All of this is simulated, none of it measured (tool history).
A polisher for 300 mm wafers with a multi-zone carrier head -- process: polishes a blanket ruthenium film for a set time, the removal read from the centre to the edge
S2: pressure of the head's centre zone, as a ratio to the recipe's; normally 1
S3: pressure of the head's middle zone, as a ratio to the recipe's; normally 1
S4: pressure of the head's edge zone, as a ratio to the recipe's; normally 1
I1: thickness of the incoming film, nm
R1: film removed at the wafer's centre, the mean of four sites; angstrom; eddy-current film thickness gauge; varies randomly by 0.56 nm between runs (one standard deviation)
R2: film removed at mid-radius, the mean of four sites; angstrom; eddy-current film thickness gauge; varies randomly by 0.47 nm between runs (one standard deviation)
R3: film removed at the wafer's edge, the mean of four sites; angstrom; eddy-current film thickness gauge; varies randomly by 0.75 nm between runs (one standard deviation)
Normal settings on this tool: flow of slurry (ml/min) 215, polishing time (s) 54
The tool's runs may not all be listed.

Run 1, hour 0: usual settings; I1 629.7. Result: R1 499 angstrom, R2 509 angstrom, R3 504 angstrom.
At hour 29.3: carrier head's membrane replaced by a new one.
At hour 63.6: centre zone pressure recalibrated.
At hour 66.3: worn pad replaced by a new one.
Run 2, hour 83.4: usual settings but S2 1.07; I1 642.3. Result: R1 572 angstrom, R2 539 angstrom, R3 534 angstrom.
Run 3, hour 171: usual settings but flow of slurry (ml/min) 195, S2 0.9; I1 645.1. Result: R1 476 angstrom, R2 536 angstrom, R3 539 angstrom.
Run 4, hour 211.4: usual settings but S2 0.93, S4 0.9; I1 647.2. Result: R1 485 angstrom, R2 539 angstrom, R3 509 angstrom.
Run 5, hour 267.4: usual settings but flow of slurry (ml/min) 260, S2 1.06, S3 0.95, S4 1.05; I1 646.5. Result: R1 556 angstrom, R2 530 angstrom, R3 550 angstrom.
Run 6, hour 326.2: usual settings but S2 0.89; I1 642.6. Result: R1 471 angstrom, R2 540 angstrom, R3 519 angstrom.
Run 7, hour 414.3: usual settings; I1 638.1. Result: R1 507 angstrom, R2 528 angstrom, R3 512 angstrom.
Run 8, hour 493.4: usual settings; I1 643.1. Result: R1 500 angstrom, R2 516 angstrom, R3 500 angstrom.
At hour 514: edge zone pressure recalibrated.
At hour 531.5: slurry nozzle cleaned.
Run 9, hour 566.3: usual settings but S2 1.09, S3 0.88, polishing time (s) 47; I1 640.9. Result: R1 458 angstrom, R2 392 angstrom, R3 423 angstrom.
Run 10, hour 650.1: usual settings but flow of slurry (ml/min) 285, S3 1.04, polishing time (s) 60; I1 648.1. Result: R1 546 angstrom, R2 575 angstrom, R3 527 angstrom.
Run 11, hour 701.7: usual settings but S2 1.04, S3 0.93, S4 1.06, polishing time (s) 70; I1 640.1. Result: R1 627 angstrom, R2 582 angstrom, R3 635 angstrom.
At hour 704.8: centre zone pressure recalibrated.
At hour 737.4: worn pad replaced by a new one.
Run 12, hour 780: usual settings but flow of slurry (ml/min) 240, S4 1.07; I1 652.8. Result: R1 552 angstrom, R2 561 angstrom, R3 559 angstrom.
Run 13, hour 847.4: usual settings but S3 0.93; I1 644.1. Result: R1 546 angstrom, R2 515 angstrom, R3 548 angstrom.
Run 14, hour 930.1: usual settings but flow of slurry (ml/min) 270, S3 1.1, S4 0.88, polishing time (s) 71; I1 630.2. Result: R1 723 angstrom, R2 814 angstrom, R3 688 angstrom.
Run 15, hour 1030.5: usual settings but flow of slurry (ml/min) 260; I1 633.9. Result: R1 536 angstrom, R2 549 angstrom, R3 541 angstrom.
Run 16, hour 1083.2: usual settings; I1 638.8. Result: R1 525 angstrom, R2 536 angstrom, R3 529 angstrom.
At hour 1128.8: edge zone pressure recalibrated.
Run 17, hour 1152.6: usual settings but S4 0.94, polishing time (s) 60; I1 633.1. Result: R1 567 angstrom, R2 582 angstrom, R3 558 angstrom.
At hour 1161.6: slurry nozzle cleaned.
At hour 1277.4: worn pad replaced by a new one.
At hour 1374.9: centre zone pressure recalibrated.
At hour 1403.8: carrier head's membrane replaced by a new one.
Run 18, hour 1467.5: usual settings; I1 649.4. Result: R1 534 angstrom, R2 543 angstrom, R3 532 angstrom.
Run 19, hour 1537.5: usual settings but flow of slurry (ml/min) 180, S3 0.96, S4 1.09, polishing time (s) 69; I1 646.4. Result: R1 659 angstrom, R2 649 angstrom, R3 689 angstrom.
At hour 1718.4: edge zone pressure recalibrated.
At hour 1723.4: slurry nozzle cleaned.
Run 20, hour 1826: usual settings but S3 1.07; I1 635.8. Result: R1 481 angstrom, R2 530 angstrom, R3 484 angstrom.
At hour 1962.5: worn pad replaced by a new one.
At hour 2039.5: centre zone pressure recalibrated.
Run 21, hour 2047.9: usual settings but flow of slurry (ml/min) 265; I1 633.3. Result: R1 548 angstrom, R2 561 angstrom, R3 561 angstrom.

Consider 5 possible next runs. They are alternatives, not a sequence: every one starts from the tool as it was left by run 21. What does each give?
Run A, hour 2048.3: usual settings but polishing time (s) 62; I1 636.4. Result: R1 ?, R2 ?, R3 ?.
Run B, hour 2048.3: usual settings but S3 0.95, S4 0.92; I1 636.4. Result: R1 ?, R2 ?, R3 ?.
Run C, hour 2048.3: usual settings but flow of slurry (ml/min) 275, S3 0.91, polishing time (s) 71; I1 636.4. Result: R1 ?, R2 ?, R3 ?.
Run D, hour 2048.3: usual settings but flow of slurry (ml/min) 180, S2 1.04, S4 1.11; I1 636.4. Result: R1 ?, R2 ?, R3 ?.
Run E, hour 2048.3: usual settings but flow of slurry (ml/min) 255, S2 1.1, S3 1.09; I1 636.4. Result: R1 ?, R2 ?, R3 ?.

run   R1   R2   R3
  A  607  629  614
  B  528  524  517
  C  718  686  720
  D  533  533  549
  E  596  602  543
With the hidden condition removed and each run's random variation left untouched, the same runs would have given:
run   R1   R2   R3
  A  617  639  624
  B  537  533  525
  C  730  697  732
  D  543  542  558
  E  607  612  552
